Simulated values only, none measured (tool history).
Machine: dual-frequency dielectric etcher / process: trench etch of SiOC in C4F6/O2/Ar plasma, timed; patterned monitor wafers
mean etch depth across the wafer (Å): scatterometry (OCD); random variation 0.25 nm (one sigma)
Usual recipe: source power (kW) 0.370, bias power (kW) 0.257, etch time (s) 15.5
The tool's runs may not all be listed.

| run | hour | source power (kW) | bias power (kW) | etch time (s) | read-back reference wafer on the same gauge, depth_nm | mean etch depth across the wafer (Å) |
|---|---|---|---|---|---|---|
| 1 | 0.0 | 0.370 | 0.257 | 15.5 | 32.11 | 370.7 |
| 2 | 25.3 | 0.370 | 0.257 | 15.5 | 32.17 | 362.0 |
| 3 | 58.1 | 0.370 | 0.257 | 15.5 | 32.15 | 367.9 |
| 4 | 78.1 | 0.370 | 0.257 | 15.5 | 32.02 | 371.3 |
| 5 | 103.9 | 0.370 | 0.257 | 15.5 | 32.12 | 368.7 |
| 6 | 129.2 | 0.370 | 0.257 | 15.5 | 32.10 | 365.6 |
| 7 | 152.0 | 0.370 | 0.257 | 15.5 | 32.13 | 370.2 |
| 8 | 174.7 | 0.370 | 0.257 | 15.5 | 32.14 | 373.8 |
| 9 | 209.7 | 0.370 | 0.257 | 15.5 | 32.09 | 377.1 |
| 10 | 234.2 | 0.370 | 0.257 | 15.5 | 32.14 | 376.8 |
| 11 | 258.0 | 0.370 | 0.257 | 15.5 | 32.07 | 372.7 |
| 12 | 283.0 | 0.370 | 0.257 | 15.5 | 32.12 | 375.6 |
| 13 | 307.5 | 0.330 | 0.257 | 18.5 | 32.08 | 419.9 |
|  | 341.2 | bias power generator calibrated |
|  | 368.6 | wet clean of the chamber |
|  | 413.6 | upper electrode replaced |
| 14 | 414.1 | 0.370 | 0.257 | 13.5 | 32.06 | 317.7 |
| 15 | 436.1 | 0.340 | 0.257 | 19.0 | 32.09 | 422.3 |
| 16 | 467.4 | 0.320 | 0.257 | 19.5 | 32.11 | 426.4 |
|  | 481.7 | gauge calibrated |
| 17 | 488.7 | 0.370 | 0.257 | 15.5 | 32.06 | 367.5 |

Run 18 has not been measured yet. What should we expect?
|  | 493.6 | source power generator calibrated |
| 18 | 523.4 | 0.370 | 0.289 | 13.0 | ? | ? |

Run 18 measured read-back reference wafer on the same gauge, depth_nm 32.12, mean etch depth across the wafer (Å) 319.5.
If the tool had no hidden condition, the same run with the same run-to-run variation would have returned mean etch depth across the wafer (Å) 317.3.
